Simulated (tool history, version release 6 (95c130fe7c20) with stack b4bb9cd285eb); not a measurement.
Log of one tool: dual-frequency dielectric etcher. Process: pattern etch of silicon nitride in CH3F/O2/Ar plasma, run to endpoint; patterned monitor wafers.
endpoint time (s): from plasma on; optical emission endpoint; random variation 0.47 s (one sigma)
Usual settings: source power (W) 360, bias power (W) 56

run     day  source power (W)  bias power (W)  incoming incoming film thickness, nm  endpoint time (s)
  1       0               420              56                                  55.1               79.1
  2   0.529               420              56                                    55               78.6
  3   1.017               360              56                                  54.9               82.8
  4    1.55               360              56                                  54.6               81.7
  5   2.142               360              56                                  54.8               82.9
      4.129  -- source power generator calibrated
  6   4.242               360              56                                  54.8               81.6
  7   4.762               360              56                                  55.1               81.8
      5.092  -- bias power generator calibrated
      6.038  -- wet clean of the chamber
  8   6.058               360              56                                  54.8               83.7
  9   6.075               360              56                                    55               83.9
 10   6.304               360              56                                  55.4               85.9
 11   6.558               300              46                                  54.6               92.6
 12   6.867               390              56                                  55.6               81.5
 13   8.271               440              56                                  55.2               78.6
      9.579  -- upper electrode replaced
 14     9.6               290              56                                  55.1               89.9
 15   9.612               360              56                                  54.8               82.8
 16   9.729               280              45                                  54.8               94.8
 17  10.392               360              56                                  55.5               83.1
 18  10.675               310              46                                  54.9               90.7
 19  11.112               450              48                                  55.3               79.6
 20  11.812               430              47                                  54.8               80.8
 21  12.492               290              47                                    55               92.7

Forecast each of these 4 alternatives for the next run:
  A  12.508               360              56                                  54.1                  ?
  B  12.508               430              65                                  54.1                  ?
  C  12.508               320              64                                  54.1                  ?
  D  12.508               420              43                                  54.1                  ?

run  endpoint time (s)
  A               80.2
  B               72.6
  C               80.3
  D               81.3
Without the tool's hidden state the same runs would have given:
run  endpoint time (s)
  A               82.9
  B               75.1
  C               83.1
  D               84.1
